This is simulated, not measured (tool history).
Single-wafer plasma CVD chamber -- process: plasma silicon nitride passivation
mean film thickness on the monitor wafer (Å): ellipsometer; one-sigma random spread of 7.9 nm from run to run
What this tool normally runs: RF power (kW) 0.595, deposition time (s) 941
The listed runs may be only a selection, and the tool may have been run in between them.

run  hour  RF power (kW)  deposition time (s)  read-back reference wafer on the same gauge, thickness_nm  mean film thickness on the monitor wafer (Å)
  1   0.0          0.595                 1052                                                   1289.727                                      14821.77
  2   8.4          0.595                 1052                                                   1290.513                                      14813.24
  3  20.2          0.595                  941                                                   1291.398                                      13256.54
  4  27.7          0.595                  941                                                   1290.547                                      13297.38
  5  43.0          0.650                  941                                                   1290.915                                      13480.69
  6  51.4          0.650                  941                                                   1293.462                                      13520.06
     61.2  -- showerhead replaced
  7  62.7          0.650                  941                                                   1289.079                                      13292.91
  8  75.5          0.595                  941                                                   1291.925                                      13346.79
     90.8  -- RF generator calibrated
  9  91.3          0.555                  941                                                   1287.184                                      12980.12
     98.1  -- gauge calibrated
 10  99.0          0.680                  764                                                   1290.198                                      11039.97

Forecast run 11:
 11  108.5          0.595                  879                                                          ?                                             ?

read-back reference wafer on the same gauge, thickness_nm: 1288.450
mean film thickness on the monitor wafer (Å): 12573.09
On a tool with no hidden condition, and with the same random variation, this run would have come out at mean film thickness on the monitor wafer (Å) 12573.09.
